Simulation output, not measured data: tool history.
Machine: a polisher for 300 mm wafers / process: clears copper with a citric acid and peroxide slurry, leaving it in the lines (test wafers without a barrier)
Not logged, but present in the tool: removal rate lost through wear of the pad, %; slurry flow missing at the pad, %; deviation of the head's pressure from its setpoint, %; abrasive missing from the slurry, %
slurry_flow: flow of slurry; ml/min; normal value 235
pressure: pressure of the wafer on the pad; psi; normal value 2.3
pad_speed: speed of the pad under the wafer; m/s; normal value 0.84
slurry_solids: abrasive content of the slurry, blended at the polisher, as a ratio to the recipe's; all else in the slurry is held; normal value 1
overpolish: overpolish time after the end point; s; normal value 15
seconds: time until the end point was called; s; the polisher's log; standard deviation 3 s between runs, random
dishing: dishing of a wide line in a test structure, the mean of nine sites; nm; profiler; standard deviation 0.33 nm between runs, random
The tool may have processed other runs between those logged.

run	hour	slurry_flow	pressure	pad_speed	slurry_solids	overpolish	wafers since the last listed run	wafers polished on this pad	hours since the slurry nozzle was cleaned	hours since the head pressure was calibrated	hours since the slurry blender was calibrated	incoming thickness of the incoming film, nm	seconds	dishing
1	0	235	2.3	0.84	1.25	15	0	1470	328	75.4	507.4	199.1	166.5	14.3
# hour 42.3: slurry blender recalibrated
2	92.9	265	2.3	0.84	1	15	628	2099	420.9	168.3	50.6	198.5	159.5	14.7
3	135.7	265	2.3	0.84	1	15	296	2395	463.7	211.1	93.4	200.2	164	15.4
4	219.6	235	2.3	0.84	1	15	580	2976	547.6	295	177.3	203.4	168.4	14.4
5	274.1	190	2.8	0.66	1	15	377	3353	602.1	349.5	231.8	196.9	185.6	12.5
6	314.7	265	2.8	0.84	0.75	22	280	3634	642.7	390.1	272.4	200.5	157.7	21
# hour 343.4: worn pad replaced by a new one
# hour 365.4: slurry nozzle cleaned
7	417.8	235	2.7	0.84	1	18	678	508	52.4	493.2	375.5	200.8	153.9	18.1
8	507.8	180	1.8	1.1	1	15	622	1130	142.4	583.2	465.5	202.3	163.4	15
9	605	235	2.6	1.12	0.9	15	672	1803	239.6	680.4	562.7	199.7	128	18.4
10	674.6	235	2.3	0.96	1	10	481	2285	309.2	750	632.3	197.3	148.2	10.6
# hour 695: slurry blender recalibrated
# hour 763.5: head pressure recalibrated
11	782	235	1.9	0.84	1.1	15	715	3000	416.6	18.5	87	199.7	176.3	14
12	889.3	235	2.3	0.84	0.9	15	742	3742	523.9	125.8	194.3	202.1	174.9	13.8
13	936.6	205	2.7	0.84	1	19	327	4070	571.2	173.1	241.6	204	153	19.6
# hour 1040.3: worn pad replaced by a new one, of another model than before
14	1043.2	235	2.3	0.54	1	15	709	20	677.8	279.7	348.2	200.6	221.6	11.2
15	1084.1	235	2.3	0.84	1	15	282	303	718.7	320.6	389.1	199.8	171.7	13.6
# hour 1094.8: slurry nozzle cleaned
16	1165.8	235	2.3	0.84	1	15	558	861	71	402.3	470.8	200.8	177.3	14.3
17	1247.3	280	1.6	0.74	0.85	15	563	1425	152.5	483.8	552.3	203.7	220.9	11.7
18	1284.5	285	2.7	0.68	0.85	15	257	1682	189.7	521	589.5	199	191.7	13.1
19	1323.7	235	2.3	0.84	1.1	15	271	1954	228.9	560.2	628.7	200.2	176.8	14.2
# hour 1383.5: slurry blender recalibrated
20	1384	235	2.3	0.84	0.8	15	403	2357	289.2	620.5	0.5	199.5	174.6	14.6
21	1421.4	235	2.3	0.96	1	15	258	2616	326.6	657.9	37.9	198.1	150	16.2
22	1593.9	235	2.5	0.84	1.25	9	1193	3809	499.1	830.4	210.4	200.8	152.4	9.8
23	1638.5	300	3	0.58	0.85	15	308	4118	543.7	875	255	200.7	191	13.5
# hour 1673.2: worn pad replaced by a new one
24	1709.1	235	2.3	0.84	1	15	460	248	614.3	945.6	325.6	200.2	171.3	14.5
25	1758.8	235	2.3	0.84	1	15	343	592	664	995.3	375.3	199.5	171.8	14.7
# hour 1809.9: slurry nozzle cleaned
26	1862.2	205	2.3	0.6	0.85	15	708	1301	52.3	1098.7	478.7	201.1	227.9	11.1
# hour 1883.7: head pressure recalibrated
27	1950.9	235	3.1	1.02	1.15	15	599	1900	141	67.2	567.4	199.3	131.2	18

5 options for the next run, each taken on its own from the tool as it stands now. Forecast them:
A	1951.4	235	1.7	0.84	1	15	3	1904	141.5	67.7	567.9	200.9	?	?
B	1951.4	235	2.3	0.6	1	15	3	1904	141.5	67.7	567.9	200.9	?	?
C	1951.4	290	2.7	0.84	1	7	3	1904	141.5	67.7	567.9	200.9	?	?
D	1951.4	235	2.6	0.62	0.85	9	3	1904	141.5	67.7	567.9	200.9	?	?
E	1951.4	235	2.8	0.84	1	15	3	1904	141.5	67.7	567.9	200.9	?	?

run	seconds	dishing
A	198.3	12.2
B	216.2	11.3
C	162	7.2
D	208.4	7.2
E	162.9	14.7
With the hidden condition removed and each run's random variation left untouched, the same runs would have given:
run	seconds	dishing
A	180.5	13.3
B	196.8	12.3
C	147.4	7.9
D	190	7.9
E	148.3	16

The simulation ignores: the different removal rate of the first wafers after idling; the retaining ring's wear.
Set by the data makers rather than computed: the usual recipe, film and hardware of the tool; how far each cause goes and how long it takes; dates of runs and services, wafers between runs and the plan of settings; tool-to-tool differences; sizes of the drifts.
